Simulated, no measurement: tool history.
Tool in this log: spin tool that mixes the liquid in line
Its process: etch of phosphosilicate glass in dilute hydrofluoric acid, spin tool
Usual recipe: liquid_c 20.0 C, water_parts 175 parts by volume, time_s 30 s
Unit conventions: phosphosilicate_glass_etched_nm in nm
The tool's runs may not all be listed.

| run | hour | liquid_c | water_parts | time_s | wafers since the last listed run | hours since the thermometer was replaced | hours since the hydrofluoric acid flow meter was replaced | hours since the gauge calibration | read-back film thickness of the phosphosilicate glass reference wafer, read on the same gauge (nm) | phosphosilicate_glass_etched_nm |
|---|---|---|---|---|---|---|---|---|---|---|
| 1 | 0.0 | 22.0 | 175 | 30 | 0 | 2240.1 | 1577.8 | 24.4 | 70.01 | 16.76 |
| 2 | 33.2 | 22.0 | 175 | 30 | 401 | 2273.3 | 1611.0 | 57.6 | 69.99 | 16.74 |
| 3 | 68.1 | 22.0 | 175 | 30 | 421 | 2308.2 | 1645.9 | 92.5 | 69.98 | 16.63 |
| 4 | 87.7 | 20.0 | 175 | 30 | 236 | 2327.8 | 1665.5 | 112.1 | 69.99 | 15.29 |
| 5 | 117.1 | 20.0 | 175 | 30 | 355 | 2357.2 | 1694.9 | 141.5 | 69.97 | 15.27 |
|  | 138.6 | hydrofluoric acid flow meter replaced |
| 6 | 146.0 | 20.0 | 175 | 30 | 337 | 2386.1 | 7.4 | 170.4 | 70.01 | 17.25 |
| 7 | 167.6 | 20.0 | 175 | 30 | 261 | 2407.7 | 29.0 | 192.0 | 69.99 | 17.21 |
| 8 | 192.7 | 20.0 | 175 | 30 | 303 | 2432.8 | 54.1 | 217.1 | 70.00 | 17.19 |
|  | 201.0 | gauge calibrated |
|  | 203.6 | thermometer replaced |
| 9 | 221.1 | 24.5 | 175 | 30 | 331 | 17.5 | 82.5 | 20.1 | 70.00 | 21.80 |
| 10 | 242.1 | 20.0 | 175 | 30 | 253 | 38.5 | 103.5 | 41.1 | 70.00 | 18.21 |
| 11 | 277.0 | 22.5 | 220 | 25 | 421 | 73.4 | 138.4 | 76.0 | 70.00 | 12.69 |
| 12 | 299.2 | 20.0 | 175 | 15 | 268 | 95.6 | 160.6 | 98.2 | 69.99 | 9.06 |
| 13 | 320.6 | 22.0 | 175 | 45 | 258 | 117.0 | 182.0 | 119.6 | 70.01 | 29.30 |
| 14 | 344.5 | 20.0 | 175 | 30 | 288 | 140.9 | 205.9 | 143.5 | 70.02 | 18.16 |
| 15 | 362.1 | 23.0 | 215 | 15 | 212 | 158.5 | 223.5 | 161.1 | 69.99 | 7.90 |

Some steps in phosphosilicate_glass_etched_nm, run to run, broken into two amounts with sign: the step expected even without the hidden condition (settings, incoming material, random variation), and the rest, left for the hidden condition together with whatever gauge scatter is not in both the measured and the hidden-condition-free result:
Hidden state at play: liquid colder than its thermometer reads (K); hydrofluoric acid flow below the setpoint (%); gauge reads high (%).
Run 5 -> 6: hydrofluoric acid flow meter replaced. phosphosilicate_glass_etched_nm +1.98 nm: hidden state +1.98, all else +0.00.
Run 12 -> 13: liquid_c 20.0 -> 22.0, time_s 15 -> 45. phosphosilicate_glass_etched_nm +20.24 nm: hidden state -1.06, all else +21.30.
